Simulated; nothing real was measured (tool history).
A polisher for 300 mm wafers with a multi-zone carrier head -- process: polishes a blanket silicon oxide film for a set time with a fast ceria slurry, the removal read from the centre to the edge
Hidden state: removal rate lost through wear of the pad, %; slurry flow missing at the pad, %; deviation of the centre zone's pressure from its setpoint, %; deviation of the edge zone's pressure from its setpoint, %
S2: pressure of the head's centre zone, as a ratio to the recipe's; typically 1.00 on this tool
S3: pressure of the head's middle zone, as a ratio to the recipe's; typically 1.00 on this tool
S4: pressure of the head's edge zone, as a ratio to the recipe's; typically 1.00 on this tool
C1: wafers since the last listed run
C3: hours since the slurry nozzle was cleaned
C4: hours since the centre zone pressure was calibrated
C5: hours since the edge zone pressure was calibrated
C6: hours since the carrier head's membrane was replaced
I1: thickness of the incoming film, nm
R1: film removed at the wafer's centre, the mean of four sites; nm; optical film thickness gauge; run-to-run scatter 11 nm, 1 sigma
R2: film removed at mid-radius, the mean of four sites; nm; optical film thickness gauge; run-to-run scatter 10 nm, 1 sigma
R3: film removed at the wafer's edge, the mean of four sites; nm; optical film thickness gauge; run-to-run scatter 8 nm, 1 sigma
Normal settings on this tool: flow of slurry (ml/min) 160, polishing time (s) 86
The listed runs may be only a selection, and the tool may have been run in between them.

run 1 day=0.000 | flow_of_slurry_(ml/min)=160 S2=1.00 S3=1.03 S4=1.00 polishing_time_(s)=86 | C1=0 wafers_polished_on_this_pad=210 C3=493.3 C4=990.6 C5=327.9 C6=1135.0 | I1=3416.7 | R1=900.9 R2=925.9 R3=889.3
-- day=0.933 slurry nozzle cleaned
run 2 day=1.417 | flow_of_slurry_(ml/min)=160 S2=1.00 S3=1.03 S4=1.00 polishing_time_(s)=86 | C1=247 wafers_polished_on_this_pad=458 C3=11.6 C4=1024.6 C5=361.9 C6=1169.0 | I1=3443.7 | R1=968.6 R2=978.0 R3=952.6
run 3 day=2.967 | flow_of_slurry_(ml/min)=160 S2=1.00 S3=1.03 S4=1.00 polishing_time_(s)=86 | C1=279 wafers_polished_on_this_pad=737 C3=48.8 C4=1061.8 C5=399.1 C6=1206.2 | I1=3446.7 | R1=967.0 R2=984.1 R3=952.5
run 4 day=4.217 | flow_of_slurry_(ml/min)=160 S2=1.00 S3=1.00 S4=1.00 polishing_time_(s)=86 | C1=225 wafers_polished_on_this_pad=962 C3=78.8 C4=1091.8 C5=429.1 C6=1236.2 | I1=3389.2 | R1=961.1 R2=957.2 R3=937.9
run 5 day=6.788 | flow_of_slurry_(ml/min)=160 S2=1.00 S3=1.00 S4=1.00 polishing_time_(s)=86 | C1=463 wafers_polished_on_this_pad=1426 C3=140.5 C4=1153.5 C5=490.8 C6=1297.9 | I1=3418.6 | R1=955.2 R2=923.5 R3=949.3
run 6 day=7.875 | flow_of_slurry_(ml/min)=160 S2=1.00 S3=1.00 S4=1.00 polishing_time_(s)=86 | C1=195 wafers_polished_on_this_pad=1621 C3=166.6 C4=1179.6 C5=516.9 C6=1324.0 | I1=3457.3 | R1=947.2 R2=945.5 R3=948.9
-- day=9.867 centre zone pressure recalibrated
-- day=10.362 worn pad replaced by a new one
run 7 day=10.542 | flow_of_slurry_(ml/min)=160 S2=1.06 S3=1.00 S4=1.00 polishing_time_(s)=75 | C1=435 wafers_polished_on_this_pad=32 C3=230.6 C4=16.2 C5=580.9 C6=1388.0 | I1=3431.1 | R1=863.5 R2=815.4 R3=816.7
-- day=10.821 carrier head's membrane replaced by a new one
-- day=11.867 edge zone pressure recalibrated
run 8 day=13.429 | flow_of_slurry_(ml/min)=160 S2=1.00 S3=1.00 S4=1.00 polishing_time_(s)=86 | C1=467 wafers_polished_on_this_pad=499 C3=299.9 C4=85.5 C5=37.5 C6=62.6 | I1=3432.2 | R1=927.1 R2=938.3 R3=948.9
run 9 day=16.196 | flow_of_slurry_(ml/min)=125 S2=1.00 S3=1.07 S4=1.10 polishing_time_(s)=76 | C1=498 wafers_polished_on_this_pad=998 C3=366.3 C4=151.9 C5=103.9 C6=129.0 | I1=3435.6 | R1=751.9 R2=789.7 R3=817.5
run 10 day=17.333 | flow_of_slurry_(ml/min)=160 S2=1.00 S3=1.00 S4=1.00 polishing_time_(s)=105 | C1=204 wafers_polished_on_this_pad=1203 C3=393.6 C4=179.2 C5=131.2 C6=156.3 | I1=3389.4 | R1=1114.4 R2=1105.8 R3=1146.8
run 11 day=19.062 | flow_of_slurry_(ml/min)=160 S2=1.00 S3=1.00 S4=1.00 polishing_time_(s)=86 | C1=311 wafers_polished_on_this_pad=1514 C3=435.1 C4=220.7 C5=172.7 C6=197.8 | I1=3416.6 | R1=916.4 R2=917.7 R3=918.1
run 12 day=20.112 | flow_of_slurry_(ml/min)=160 S2=1.00 S3=0.95 S4=1.00 polishing_time_(s)=86 | C1=189 wafers_polished_on_this_pad=1703 C3=460.3 C4=245.9 C5=197.9 C6=223.0 | I1=3344.4 | R1=917.0 R2=862.4 R3=923.2
-- day=23.304 slurry nozzle cleaned
-- day=24.650 worn pad replaced by a new one
run 13 day=24.904 | flow_of_slurry_(ml/min)=185 S2=0.90 S3=1.00 S4=1.00 polishing_time_(s)=86 | C1=825 wafers_polished_on_this_pad=45 C3=38.4 C4=360.9 C5=312.9 C6=338.0 | I1=3461.0 | R1=892.7 R2=993.2 R3=975.0
run 14 day=26.825 | flow_of_slurry_(ml/min)=180 S2=1.12 S3=1.07 S4=1.06 polishing_time_(s)=86 | C1=345 wafers_polished_on_this_pad=391 C3=84.5 C4=407.0 C5=359.0 C6=384.1 | I1=3435.9 | R1=1110.9 R2=1019.5 R3=977.4
run 15 day=28.004 | flow_of_slurry_(ml/min)=190 S2=1.11 S3=0.89 S4=1.00 polishing_time_(s)=68 | C1=212 wafers_polished_on_this_pad=604 C3=112.8 C4=435.3 C5=387.3 C6=412.4 | I1=3437.0 | R1=868.1 R2=686.1 R3=768.9
run 16 day=30.667 | flow_of_slurry_(ml/min)=160 S2=1.09 S3=1.09 S4=1.00 polishing_time_(s)=86 | C1=479 wafers_polished_on_this_pad=1083 C3=176.7 C4=499.2 C5=451.2 C6=476.3 | I1=3408.4 | R1=1036.2 R2=1013.0 R3=937.8
run 17 day=33.142 | flow_of_slurry_(ml/min)=160 S2=1.00 S3=1.00 S4=1.00 polishing_time_(s)=86 | C1=445 wafers_polished_on_this_pad=1529 C3=236.1 C4=558.6 C5=510.6 C6=535.7 | I1=3381.3 | R1=956.0 R2=961.2 R3=945.7
-- day=35.200 edge zone pressure recalibrated
run 18 day=35.629 | flow_of_slurry_(ml/min)=140 S2=1.05 S3=1.00 S4=1.00 polishing_time_(s)=86 | C1=433 wafers_polished_on_this_pad=1962 C3=295.8 C4=618.3 C5=10.3 C6=595.4 | I1=3437.1 | R1=967.6 R2=901.9 R3=910.7
-- day=37.629 worn pad replaced by a new one
run 19 day=37.783 | flow_of_slurry_(ml/min)=160 S2=1.00 S3=0.88 S4=1.00 polishing_time_(s)=86 | C1=357 wafers_polished_on_this_pad=27 C3=347.5 C4=670.0 C5=62.0 C6=647.1 | I1=3440.1 | R1=921.5 R2=835.2 R3=933.3
run 20 day=39.321 | flow_of_slurry_(ml/min)=160 S2=0.89 S3=1.00 S4=1.00 polishing_time_(s)=86 | C1=276 wafers_polished_on_this_pad=304 C3=384.4 C4=706.9 C5=98.9 C6=684.0 | I1=3422.8 | R1=825.3 R2=903.2 R3=916.4
run 21 day=41.688 | flow_of_slurry_(ml/min)=160 S2=1.00 S3=1.00 S4=0.96 polishing_time_(s)=86 | C1=426 wafers_polished_on_this_pad=730 C3=441.2 C4=763.7 C5=155.7 C6=740.8 | I1=3465.1 | R1=913.5 R2=893.8 R3=908.7

What the log doesn't show, run by run:
removal rate lost through wear of the pad, %: 0 across all the runs
deviation of the centre zone's pressure from its setpoint, %: 0 across all the runs
deviation of the edge zone's pressure from its setpoint, %: 0 across all the runs
H1: slurry flow missing at the pad, %
run=1 H1=24.5
run=2 H1=2.24
run=3 H1=2.45
run=4 H1=2.8
run=5 H1=4.03
run=6 H1=4.76
run=7 H1=7.09
run=8 H1=10.4
run=9 H1=14.5
run=10 H1=16.4
run=11 H1=19.5
run=12 H1=21.6
run=13 H1=0.571
run=14 H1=1.09
run=15 H1=1.6
run=16 H1=3.29
run=17 H1=5.53
run=18 H1=8.44
run=19 H1=11.5
run=20 H1=13.9
run=21 H1=18.2
